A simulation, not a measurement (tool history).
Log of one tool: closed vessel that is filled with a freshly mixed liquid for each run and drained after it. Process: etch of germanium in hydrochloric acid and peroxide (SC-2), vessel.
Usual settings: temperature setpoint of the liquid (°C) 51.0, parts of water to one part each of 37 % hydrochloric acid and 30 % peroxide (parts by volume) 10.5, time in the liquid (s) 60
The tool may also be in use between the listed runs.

run	hour	temperature setpoint of the liquid (°C)	parts of water to one part each of 37 % hydrochloric acid and 30 % peroxide (parts by volume)	time in the liquid (s)	read-back film thickness of the germanium reference wafer, read on the same gauge (nm)	thickness taken off the germanium on a monitor wafer (nm)
1	0.0	51.0	10.5	60	120.00	128.33
2	17.6	51.0	10.5	60	120.01	128.17
3	45.2	46.0	10.5	40	119.99	73.54
4	71.4	46.0	10.5	40	120.00	73.42
5	97.9	46.0	10.5	40	119.99	73.77
6	117.0	51.0	12.5	60	120.01	126.79
7	150.4	51.0	10.5	60	120.00	129.96
8	176.1	44.5	10.5	60	120.02	105.39
9	189.6	44.5	10.5	60	120.02	105.73
10	202.8	51.0	10.5	60	120.02	129.70
11	235.4	51.0	10.5	60	120.00	129.61
12	254.4	51.0	10.5	60	120.03	130.48
13	288.5	51.0	10.5	60	120.00	130.99
14	323.1	51.0	10.5	45	119.98	98.50
# hour 329.1: gauge calibrated
15	335.7	58.5	13.0	60	120.02	159.21
16	356.6	48.0	6.0	30	120.01	61.73
17	387.2	51.0	10.5	60	119.98	131.81
18	415.0	56.5	7.0	75	120.00	201.13
19	432.4	44.0	12.5	30	120.02	51.68
# hour 451.4: thermometer replaced
# hour 453.7: new drum of peroxide connected
20	454.2	51.0	10.5	60	120.01	123.43
21	471.2	51.0	10.5	85	120.00	175.87
22	493.3	51.0	10.5	60	120.01	123.66
# hour 518.9: chemicals flow meter replaced
23	528.5	57.0	10.5	60	119.99	149.39
24	550.7	51.0	10.5	60	120.01	123.74
25	574.0	51.0	8.5	90	120.00	190.62
26	604.3	43.5	12.5	90	120.02	144.88
27	626.0	55.5	10.5	80	120.02	190.91
28	652.7	55.5	10.5	60	120.00	144.23

Predict each of these 3 candidate next runs independently; none follows another, all start after run 28:
A	653.4	51.0	10.5	60	?	?
B	653.4	60.5	10.5	60	?	?
C	653.4	41.5	6.0	70	?	?

run	read-back film thickness of the germanium reference wafer, read on the same gauge (nm)	thickness taken off the germanium on a monitor wafer (nm)
A	120.01	124.30
B	120.01	165.42
C	120.01	110.47
Stripped of hidden state, with their random variation kept, the same runs would have yielded:
run	thickness taken off the germanium on a monitor wafer (nm)
A	122.54
B	163.22
C	108.76

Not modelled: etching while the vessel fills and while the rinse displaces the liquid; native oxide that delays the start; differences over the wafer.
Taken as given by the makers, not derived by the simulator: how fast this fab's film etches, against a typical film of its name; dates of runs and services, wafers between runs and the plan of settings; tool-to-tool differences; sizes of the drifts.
